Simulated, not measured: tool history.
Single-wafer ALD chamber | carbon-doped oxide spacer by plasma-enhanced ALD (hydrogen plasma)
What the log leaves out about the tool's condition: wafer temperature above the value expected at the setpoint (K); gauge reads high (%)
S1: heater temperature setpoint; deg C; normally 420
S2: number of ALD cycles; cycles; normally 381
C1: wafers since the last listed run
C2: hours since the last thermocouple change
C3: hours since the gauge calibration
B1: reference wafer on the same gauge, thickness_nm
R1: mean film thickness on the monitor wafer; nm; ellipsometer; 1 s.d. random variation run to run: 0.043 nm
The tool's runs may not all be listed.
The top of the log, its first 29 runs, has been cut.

{"run": 30, "hour": 821.1, "S1": 434, "S2": 335, "C1": 12, "C2": 186.6, "C3": 328.4, "B1": 16.294, "R1": 14.478}
{"run": 31, "hour": 836.8, "S1": 411, "S2": 456, "C1": 10, "C2": 202.3, "C3": 344.1, "B1": 16.301, "R1": 21.301}
{"run": 32, "hour": 866.8, "S1": 420, "S2": 381, "C1": 19, "C2": 232.3, "C3": 374.1, "B1": 16.291, "R1": 17.34}
{"run": 33, "hour": 899.5, "S1": 420, "S2": 381, "C1": 21, "C2": 265, "C3": 406.8, "B1": 16.289, "R1": 17.221}
{"run": 34, "hour": 914.0, "S1": 407, "S2": 448, "C1": 9, "C2": 279.5, "C3": 421.3, "B1": 16.293, "R1": 21.128}
{"run": 35, "hour": 939.0, "S1": 433, "S2": 342, "C1": 16, "C2": 304.5, "C3": 446.3, "B1": 16.31, "R1": 14.898}
{"run": 36, "hour": 960.3, "S1": 410, "S2": 354, "C1": 13, "C2": 325.8, "C3": 467.6, "B1": 16.292, "R1": 16.601}
{"run": 37, "hour": 1058.9, "S1": 420, "S2": 381, "C1": 63, "C2": 424.4, "C3": 566.2, "B1": 16.308, "R1": 17.297}
{"run": 38, "hour": 1087.2, "S1": 406, "S2": 360, "C1": 18, "C2": 452.7, "C3": 594.5, "B1": 16.303, "R1": 17.028}

Forecast each of these 4 alternatives for the next run:
{"run": "A", "hour": 1088.2, "S1": 420, "S2": 381, "C1": 0, "C2": 453.7, "C3": 595.5, "B1": "?", "R1": "?"}
{"run": "B", "hour": 1088.2, "S1": 426, "S2": 355, "C1": 0, "C2": 453.7, "C3": 595.5, "B1": "?", "R1": "?"}
{"run": "C", "hour": 1088.2, "S1": 432, "S2": 312, "C1": 0, "C2": 453.7, "C3": 595.5, "B1": "?", "R1": "?"}
{"run": "D", "hour": 1088.2, "S1": 414, "S2": 319, "C1": 0, "C2": 453.7, "C3": 595.5, "B1": "?", "R1": "?"}

run=A B1=16.298 R1=17.291
run=B B1=16.298 R1=15.805
run=C B1=16.298 R1=13.622
run=D B1=16.298 R1=14.752
What these runs would have given with no unlogged condition in the tool:
run=A R1=17.331
run=B R1=15.843
run=C R1=13.655
run=D R1=14.786
